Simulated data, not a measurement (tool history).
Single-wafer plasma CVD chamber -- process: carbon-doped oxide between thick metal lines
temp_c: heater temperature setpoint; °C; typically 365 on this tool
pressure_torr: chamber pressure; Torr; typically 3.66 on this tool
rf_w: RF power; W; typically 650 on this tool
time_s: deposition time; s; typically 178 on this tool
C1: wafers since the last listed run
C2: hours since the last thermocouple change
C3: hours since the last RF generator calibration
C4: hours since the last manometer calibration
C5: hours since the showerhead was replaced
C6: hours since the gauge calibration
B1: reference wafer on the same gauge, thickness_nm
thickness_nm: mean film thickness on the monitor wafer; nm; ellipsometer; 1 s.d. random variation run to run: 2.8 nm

Run 1, hour 0: usual settings but pressure_torr 3.43 Torr, rf_w 705 W; C1 0; C2 1333.7; C3 1289.6; C4 2896.5; C5 5489.4; C6 66.8; B1 900.259. Result: thickness_nm 1035.564 nm.
Run 2, hour 21.6: usual settings but pressure_torr 3.43 Torr, rf_w 705 W; C1 170; C2 1355.3; C3 1311.2; C4 2918.1; C5 5511; C6 88.4; B1 900.623. Result: thickness_nm 1035.754 nm.
Run 3, hour 41.8: usual settings but pressure_torr 3.43 Torr, rf_w 705 W; C1 159; C2 1375.5; C3 1331.4; C4 2938.3; C5 5531.2; C6 108.6; B1 900.639. Result: thickness_nm 1033.061 nm.
Run 4, hour 70.4: usual settings but rf_w 575 W; C1 225; C2 1404.1; C3 1360; C4 2966.9; C5 5559.8; C6 137.2; B1 898.875. Result: thickness_nm 975.121 nm.
Run 5, hour 102.3: usual settings but rf_w 575 W; C1 251; C2 1436; C3 1391.9; C4 2998.8; C5 5591.7; C6 169.1; B1 898.533. Result: thickness_nm 979.222 nm.
At hour 140.4: RF generator calibrated.
Run 6, hour 140.9: usual settings but rf_w 750 W; C1 241; C2 1474.6; C3 0.5; C4 3037.4; C5 5630.3; C6 207.7; B1 895.364. Result: thickness_nm 1058.216 nm.
Run 7, hour 168.8: usual settings but rf_w 750 W; C1 220; C2 1502.5; C3 28.4; C4 3065.3; C5 5658.2; C6 235.6; B1 894.25. Result: thickness_nm 1050.355 nm.
At hour 176.9: thermocouple changed; heater temperature recalibrated.
At hour 177.9: capacitance manometer re-zeroed and calibrated.
Run 8, hour 195.3: usual settings; C1 137; C2 18.4; C3 54.9; C4 17.4; C5 5684.7; C6 262.1; B1 892.849. Result: thickness_nm 1006.918 nm.
At hour 223.8: gauge calibrated.
At hour 227.5: showerhead replaced.
Run 9, hour 229.2: usual settings but temp_c 375 °C, rf_w 605 W, time_s 200 s; C1 204; C2 52.3; C3 88.8; C4 51.3; C5 1.7; C6 5.4; B1 900.676. Result: thickness_nm 1087.315 nm.
Run 10, hour 241.8: usual settings but rf_w 590 W; C1 99; C2 64.9; C3 101.4; C4 63.9; C5 14.3; C6 18; B1 900.476. Result: thickness_nm 986.016 nm.
Run 11, hour 255.2: usual settings but pressure_torr 3.94 Torr, rf_w 690 W, time_s 145 s; C1 105; C2 78.3; C3 114.8; C4 77.3; C5 27.7; C6 31.4; B1 900.339. Result: thickness_nm 853.281 nm.
Run 12, hour 280.9: usual settings but temp_c 371 °C, time_s 212 s; C1 202; C2 104; C3 140.5; C4 103; C5 53.4; C6 57.1; B1 899.981. Result: thickness_nm 1193.158 nm.
Run 13, hour 297.1: usual settings; C1 127; C2 120.2; C3 156.7; C4 119.2; C5 69.6; C6 73.3; B1 899.769. Result: thickness_nm 1021.139 nm.
Run 14, hour 316.7: usual settings but temp_c 372 °C, rf_w 690 W, time_s 156 s; C1 154; C2 139.8; C3 176.3; C4 138.8; C5 89.2; C6 92.9; B1 898.527. Result: thickness_nm 890.305 nm.

Predict each of these 3 candidate next runs independently; none follows another, all start after run 14:
Run A, hour 317.1: usual settings but temp_c 373 °C; C1 3; C2 140.2; C3 176.7; C4 139.2; C5 89.6; C6 93.3; B1 ?. Result: thickness_nm ?.
Run B, hour 317.1: usual settings but temp_c 358 °C, pressure_torr 2.84 Torr, rf_w 735 W, time_s 211 s; C1 3; C2 140.2; C3 176.7; C4 139.2; C5 89.6; C6 93.3; B1 ?. Result: thickness_nm ?.
Run C, hour 317.1: usual settings but temp_c 376 °C, pressure_torr 4.19 Torr, rf_w 760 W, time_s 145 s; C1 3; C2 140.2; C3 176.7; C4 139.2; C5 89.6; C6 93.3; B1 ?. Result: thickness_nm ?.

run       B1  thickness_nm
  A  899.538       995.333
  B  899.538      1232.965
  C  899.538       862.486
Without the tool's hidden state the same runs would have given:
run  thickness_nm
  A       996.272
  B      1234.128
  C       863.299

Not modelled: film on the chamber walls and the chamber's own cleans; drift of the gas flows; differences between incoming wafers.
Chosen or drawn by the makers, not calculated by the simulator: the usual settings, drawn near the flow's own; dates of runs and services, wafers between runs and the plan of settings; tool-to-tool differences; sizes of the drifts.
